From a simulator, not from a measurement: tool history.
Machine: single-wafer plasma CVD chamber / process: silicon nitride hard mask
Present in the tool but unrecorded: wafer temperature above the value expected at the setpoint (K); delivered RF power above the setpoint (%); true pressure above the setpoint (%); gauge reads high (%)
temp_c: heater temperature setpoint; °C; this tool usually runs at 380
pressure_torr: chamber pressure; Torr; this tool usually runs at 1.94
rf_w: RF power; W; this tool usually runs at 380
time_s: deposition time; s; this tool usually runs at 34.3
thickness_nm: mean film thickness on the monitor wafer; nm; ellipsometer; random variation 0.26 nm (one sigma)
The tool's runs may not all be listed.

run   hour  temp_c  pressure_torr  rf_w  time_s  wafers since the last listed run  hours since the last thermocouple change  hours since the last RF generator calibration  hours since the last manometer calibration  hours since the showerhead was replaced  hours since the gauge calibration  read-back reference wafer on the same gauge, thickness_nm  thickness_nm
  1      0     380           1.94   345    34.3                                 0                                    2797.7                                          862.5                                       108.3                                     23.3                              751.8                                                     54.214        43.774
  2   31.6     380           1.94   345    34.3                               505                                    2829.3                                          894.1                                       139.9                                     54.9                              783.4                                                     54.278        44.195
  3   48.4     380           1.94   380    37.9                               268                                    2846.1                                          910.9                                       156.7                                     71.7                              800.2                                                     54.218        51.433
      77.4  -- RF generator calibrated
  4   77.9     380           1.94   420    34.3                               344                                    2875.6                                            0.5                                       186.2                                    101.2                              829.7                                                     54.185         51.64
  5   98.2     380           2.14   380    34.3                               324                                    2895.9                                           20.8                                       206.5                                    121.5                                850                                                      54.26        50.046
  6  112.7     380           1.94   380    30.7                               232                                    2910.4                                           35.3                                         221                                      136                              864.5                                                     54.198        43.274
     122.1  -- gauge calibrated
  7  145.8     380           1.94   380    37.6                               529                                    2943.5                                           68.4                                       254.1                                    169.1                               23.7                                                     54.197        52.811
  8  181.5     372           1.75   305    36.4                               571                                    2979.2                                          104.1                                       289.8                                    204.8                               59.4                                                     54.214         44.13
  9  237.9     380           1.94   380    31.1                               902                                    3035.6                                          160.5                                       346.2                                    261.2                              115.8                                                     54.367        43.787
 10  253.5     380           2.42   310    34.3                               249                                    3051.2                                          176.1                                       361.8                                    276.8                              131.4                                                     54.311         45.32
 11    359     394           1.62   380    34.3                              1688                                    3156.7                                          281.6                                       467.3                                    382.3                              236.9                                                     54.124        45.019
     379.7  -- thermocouple changed; heater temperature recalibrated
 12  389.2     370           1.94   380    34.3                               355                                       9.5                                          311.8                                       497.5                                    412.5                              267.1                                                     54.135        47.843
 13  414.3     391           2.31   380    39.6                               401                                      34.6                                          336.9                                       522.6                                    437.6                              292.2                                                     54.218        57.814
 14  439.6     380           1.94   380    34.3                               404                                      59.9                                          362.2                                       547.9                                    462.9                              317.5                                                     54.194        47.439

Run 15, settings as shown, results not yet in. Your forecast:
 15  462.7     380           1.94   355    37.3                               369                                        83                                          385.3                                         571                                      486                              340.6                                                          ?             ?

{"run 15": {"read-back reference wafer on the same gauge, thickness_nm": 54.245, "thickness_nm": 49.675}}
Minus the tool's unlogged condition, the same run would have read thickness_nm 50.64 nm.
